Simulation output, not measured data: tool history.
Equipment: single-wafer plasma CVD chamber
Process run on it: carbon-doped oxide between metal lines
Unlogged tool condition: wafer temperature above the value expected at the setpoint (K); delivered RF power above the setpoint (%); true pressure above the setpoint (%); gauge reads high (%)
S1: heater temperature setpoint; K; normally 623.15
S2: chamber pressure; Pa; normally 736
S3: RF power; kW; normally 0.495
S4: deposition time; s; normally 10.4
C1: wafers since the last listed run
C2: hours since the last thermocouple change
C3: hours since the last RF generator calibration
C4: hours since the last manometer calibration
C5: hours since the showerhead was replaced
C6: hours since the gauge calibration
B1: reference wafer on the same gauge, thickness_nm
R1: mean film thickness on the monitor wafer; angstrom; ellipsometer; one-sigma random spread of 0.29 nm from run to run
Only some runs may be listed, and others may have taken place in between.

{"run": 1, "day": 0.0, "S1": 623.15, "S2": 736, "S3": 0.495, "S4": 10.4, "C1": 0, "C2": 1053.3, "C3": 488.3, "C4": 149.1, "C5": 5905.7, "C6": 22.7, "B1": 50.244, "R1": 558.73}
{"run": 2, "day": 1.983, "S1": 623.15, "S2": 736, "S3": 0.495, "S4": 10.4, "C1": 993, "C2": 1100.9, "C3": 535.9, "C4": 196.7, "C5": 5953.3, "C6": 70.3, "B1": 50.265, "R1": 553.64}
{"run": 3, "day": 4.758, "S1": 623.15, "S2": 736, "S3": 0.495, "S4": 10.4, "C1": 1389, "C2": 1167.5, "C3": 602.5, "C4": 263.3, "C5": 6019.9, "C6": 136.9, "B1": 50.234, "R1": 556.01}
{"day": 5.742, "done": "thermocouple changed; heater temperature recalibrated"}
{"run": 4, "day": 7.338, "S1": 623.15, "S2": 736, "S3": 0.495, "S4": 10.4, "C1": 1124, "C2": 38.3, "C3": 664.4, "C4": 325.2, "C5": 6081.8, "C6": 198.8, "B1": 50.315, "R1": 551.57}
{"run": 5, "day": 11.458, "S1": 623.15, "S2": 736, "S3": 0.495, "S4": 10.4, "C1": 2064, "C2": 137.2, "C3": 763.3, "C4": 424.1, "C5": 6180.7, "C6": 297.7, "B1": 50.275, "R1": 553.19}
{"day": 14.146, "done": "RF generator calibrated"}
{"run": 6, "day": 15.508, "S1": 623.15, "S2": 736, "S3": 0.495, "S4": 10.4, "C1": 1861, "C2": 234.4, "C3": 32.7, "C4": 521.3, "C5": 6277.9, "C6": 394.9, "B1": 50.308, "R1": 571.77}
{"run": 7, "day": 19.325, "S1": 623.15, "S2": 736, "S3": 0.495, "S4": 10.4, "C1": 1911, "C2": 326.0, "C3": 124.3, "C4": 612.9, "C5": 6369.5, "C6": 486.5, "B1": 50.328, "R1": 569.39}
{"run": 8, "day": 21.579, "S1": 623.15, "S2": 736, "S3": 0.495, "S4": 10.4, "C1": 1129, "C2": 380.1, "C3": 178.4, "C4": 667.0, "C5": 6423.6, "C6": 540.6, "B1": 50.31, "R1": 567.22}
{"run": 9, "day": 24.688, "S1": 623.15, "S2": 736, "S3": 0.495, "S4": 10.4, "C1": 1556, "C2": 454.7, "C3": 253.0, "C4": 741.6, "C5": 6498.2, "C6": 615.2, "B1": 50.337, "R1": 558.51}
{"run": 10, "day": 27.946, "S1": 623.15, "S2": 736, "S3": 0.455, "S4": 10.4, "C1": 1632, "C2": 532.9, "C3": 331.2, "C4": 819.8, "C5": 6576.4, "C6": 693.4, "B1": 50.258, "R1": 524.67}
{"run": 11, "day": 32.442, "S1": 635.15, "S2": 736, "S3": 0.495, "S4": 10.4, "C1": 2251, "C2": 640.8, "C3": 439.1, "C4": 927.7, "C5": 6684.3, "C6": 801.3, "B1": 50.278, "R1": 532.27}
{"day": 34.912, "done": "showerhead replaced"}
{"run": 12, "day": 34.933, "S1": 623.15, "S2": 736, "S3": 0.495, "S4": 10.4, "C1": 1081, "C2": 700.6, "C3": 498.9, "C4": 987.5, "C5": 0.5, "C6": 861.1, "B1": 50.322, "R1": 556.99}
{"run": 13, "day": 37.008, "S1": 623.15, "S2": 736, "S3": 0.495, "S4": 11.6, "C1": 1039, "C2": 750.4, "C3": 548.7, "C4": 1037.3, "C5": 50.3, "C6": 910.9, "B1": 50.289, "R1": 618.82}
{"run": 14, "day": 39.171, "S1": 634.15, "S2": 736, "S3": 0.575, "S4": 10.4, "C1": 1083, "C2": 802.3, "C3": 600.6, "C4": 1089.2, "C5": 102.2, "C6": 962.8, "B1": 50.344, "R1": 595.5}
{"run": 15, "day": 42.175, "S1": 623.15, "S2": 604, "S3": 0.575, "S4": 11.9, "C1": 1504, "C2": 874.4, "C3": 672.7, "C4": 1161.3, "C5": 174.3, "C6": 1034.9, "B1": 50.285, "R1": 681.15}
{"run": 16, "day": 44.338, "S1": 623.15, "S2": 736, "S3": 0.495, "S4": 10.4, "C1": 1083, "C2": 926.3, "C3": 724.6, "C4": 1213.2, "C5": 226.2, "C6": 1086.8, "B1": 50.321, "R1": 556.26}
{"run": 17, "day": 46.767, "S1": 623.15, "S2": 736, "S3": 0.495, "S4": 10.4, "C1": 1216, "C2": 984.6, "C3": 782.9, "C4": 1271.5, "C5": 284.5, "C6": 1145.1, "B1": 50.31, "R1": 552.7}
{"run": 18, "day": 50.783, "S1": 623.15, "S2": 736, "S3": 0.495, "S4": 10.4, "C1": 2011, "C2": 1081.0, "C3": 879.3, "C4": 1367.9, "C5": 380.9, "C6": 1241.5, "B1": 50.25, "R1": 556.23}
{"run": 19, "day": 52.754, "S1": 613.15, "S2": 556, "S3": 0.535, "S4": 10.4, "C1": 987, "C2": 1128.3, "C3": 926.6, "C4": 1415.2, "C5": 428.2, "C6": 1288.8, "B1": 50.299, "R1": 584.76}
{"day": 53.096, "done": "RF generator calibrated"}
{"run": 20, "day": 56.579, "S1": 623.15, "S2": 736, "S3": 0.55, "S4": 10.4, "C1": 1748, "C2": 1220.1, "C3": 83.6, "C4": 1507.0, "C5": 520.0, "C6": 1380.6, "B1": 50.306, "R1": 611.64}
{"day": 61.271, "done": "thermocouple changed; heater temperature recalibrated"}
{"run": 21, "day": 61.458, "S1": 634.15, "S2": 603, "S3": 0.495, "S4": 10.4, "C1": 2276, "C2": 4.5, "C3": 200.7, "C4": 1624.1, "C5": 637.1, "C6": 1497.7, "B1": 50.305, "R1": 527.38}
{"run": 22, "day": 63.396, "S1": 623.15, "S2": 736, "S3": 0.555, "S4": 10.4, "C1": 970, "C2": 51.0, "C3": 247.2, "C4": 1670.6, "C5": 683.6, "C6": 1544.2, "B1": 50.257, "R1": 609.09}
{"run": 23, "day": 66.429, "S1": 623.15, "S2": 736, "S3": 0.535, "S4": 10.4, "C1": 1519, "C2": 123.8, "C3": 320.0, "C4": 1743.4, "C5": 756.4, "C6": 1617.0, "B1": 50.279, "R1": 588.36}
{"day": 70.038, "done": "gauge calibrated"}
{"run": 24, "day": 70.808, "S1": 627.15, "S2": 885, "S3": 0.495, "S4": 10.4, "C1": 2193, "C2": 228.9, "C3": 425.1, "C4": 1848.5, "C5": 861.5, "C6": 18.5, "B1": 50.306, "R1": 556.44}
{"run": 25, "day": 74.7, "S1": 623.15, "S2": 907, "S3": 0.495, "S4": 11.3, "C1": 1949, "C2": 322.3, "C3": 518.5, "C4": 1941.9, "C5": 954.9, "C6": 111.9, "B1": 50.285, "R1": 610.48}
{"run": 26, "day": 78.333, "S1": 619.15, "S2": 736, "S3": 0.495, "S4": 12.3, "C1": 1819, "C2": 409.5, "C3": 605.7, "C4": 2029.1, "C5": 1042.1, "C6": 199.1, "B1": 50.269, "R1": 663.22}
{"run": 27, "day": 82.242, "S1": 615.15, "S2": 844, "S3": 0.545, "S4": 11.6, "C1": 1957, "C2": 503.3, "C3": 699.5, "C4": 2122.9, "C5": 1135.9, "C6": 292.9, "B1": 50.329, "R1": 680.33}
{"run": 28, "day": 85.146, "S1": 623.15, "S2": 604, "S3": 0.575, "S4": 11.9, "C1": 1454, "C2": 573.0, "C3": 769.2, "C4": 2192.6, "C5": 1205.6, "C6": 362.6, "B1": 50.227, "R1": 683.77}
{"day": 89.346, "done": "capacitance manometer re-zeroed and calibrated"}
{"day": 90.558, "done": "RF generator calibrated"}
{"run": 29, "day": 92.771, "S1": 635.15, "S2": 799, "S3": 0.495, "S4": 12.1, "C1": 3485, "C2": 756.0, "C3": 53.1, "C4": 82.2, "C5": 1388.6, "C6": 545.6, "B1": 50.331, "R1": 648.59}

Each row is a separate what-if for the run after 29, all from the same tool condition, not one after another. Results?
{"run": "A", "day": 92.788, "S1": 623.15, "S2": 736, "S3": 0.46, "S4": 10.4, "C1": 8, "C2": 756.4, "C3": 53.5, "C4": 82.6, "C5": 1389.0, "C6": 546.0, "B1": "?", "R1": "?"}
{"run": "B", "day": 92.788, "S1": 623.15, "S2": 648, "S3": 0.4, "S4": 10.4, "C1": 8, "C2": 756.4, "C3": 53.5, "C4": 82.6, "C5": 1389.0, "C6": 546.0, "B1": "?", "R1": "?"}
{"run": "C", "day": 92.788, "S1": 635.15, "S2": 736, "S3": 0.415, "S4": 10.4, "C1": 8, "C2": 756.4, "C3": 53.5, "C4": 82.6, "C5": 1389.0, "C6": 546.0, "B1": "?", "R1": "?"}

run=A B1=50.260 R1=546.67
run=B B1=50.260 R1=478.56
run=C B1=50.260 R1=484.74
The same runs, with their run-to-run variation unchanged, on a tool lacking any hidden condition would have given:
run=A R1=551.20
run=B R1=482.77
run=C R1=489.00
